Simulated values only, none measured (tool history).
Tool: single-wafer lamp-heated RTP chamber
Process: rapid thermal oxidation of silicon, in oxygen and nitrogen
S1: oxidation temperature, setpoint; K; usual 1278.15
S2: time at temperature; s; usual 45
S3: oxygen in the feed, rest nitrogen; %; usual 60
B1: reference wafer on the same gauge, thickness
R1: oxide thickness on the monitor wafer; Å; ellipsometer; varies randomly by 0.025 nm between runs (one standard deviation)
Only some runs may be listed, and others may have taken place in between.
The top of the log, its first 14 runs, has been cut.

| run | hour | S1 | S2 | S3 | B1 | R1 |
|---|---|---|---|---|---|---|
| 15 | 173 | 1278.15 | 45 | 60 | 4.862 | 42.45 |
| 16 | 180.9 | 1278.15 | 45 | 60 | 4.866 | 42.64 |
| 17 | 195.1 | 1287.15 | 61 | 60 | 4.866 | 51.99 |
| 18 | 221.6 | 1278.15 | 60 | 47 | 4.856 | 44.68 |
| 19 | 229.9 | 1300.15 | 67 | 60 | 4.866 | 60.15 |
| 20 | 244.6 | 1278.15 | 45 | 60 | 4.848 | 42.67 |
|  | 244.9 | gauge calibrated |
| 21 | 253 | 1278.15 | 45 | 34 | 4.86 | 35.42 |
| 22 | 267.9 | 1278.15 | 39 | 70 | 4.853 | 42.86 |
| 23 | 282.2 | 1300.15 | 60 | 60 | 4.863 | 57.46 |
| 24 | 294.2 | 1254.15 | 61 | 49 | 4.872 | 38.82 |
| 25 | 311.4 | 1278.15 | 45 | 77 | 4.855 | 46.73 |
| 26 | 321.8 | 1307.15 | 58 | 68 | 4.859 | 61.56 |
| 27 | 332.2 | 1278.15 | 45 | 60 | 4.868 | 43.59 |
| 28 | 340.4 | 1266.15 | 60 | 86 | 4.856 | 50.67 |
| 29 | 357.1 | 1278.15 | 45 | 60 | 4.866 | 43.08 |
| 30 | 371.3 | 1278.15 | 45 | 60 | 4.865 | 43.22 |
| 31 | 390.8 | 1254.15 | 45 | 68 | 4.859 | 38.38 |
| 32 | 402.9 | 1254.15 | 61 | 49 | 4.86 | 38.56 |
| 33 | 451 | 1248.15 | 61 | 60 | 4.858 | 40.06 |
| 34 | 498.1 | 1278.15 | 45 | 60 | 4.864 | 43.47 |
| 35 | 509.3 | 1249.15 | 33 | 50 | 4.865 | 30.36 |
| 36 | 524.5 | 1295.15 | 45 | 60 | 4.86 | 48.83 |
| 37 | 531.5 | 1294.15 | 45 | 60 | 4.863 | 48.16 |

Predict each of these 5 candidate next runs independently; none follows another, all start after run 37:
| A | 531.9 | 1278.15 | 45 | 60 | ? | ? |
| B | 531.9 | 1286.15 | 45 | 60 | ? | ? |
| C | 531.9 | 1278.15 | 31 | 82 | ? | ? |
| D | 531.9 | 1305.15 | 54 | 60 | ? | ? |
| E | 531.9 | 1292.15 | 60 | 41 | ? | ? |

| run | B1 | R1 |
|---|---|---|
| A | 4.861 | 43.46 |
| B | 4.861 | 45.92 |
| C | 4.861 | 41.32 |
| D | 4.861 | 56.66 |
| E | 4.861 | 47.56 |
Take away the tool's hidden state, keep each run's random variation, and the runs would have read:
| run | R1 |
|---|---|
| A | 42.17 |
| B | 44.56 |
| C | 40.1 |
| D | 54.98 |
| E | 46.17 |
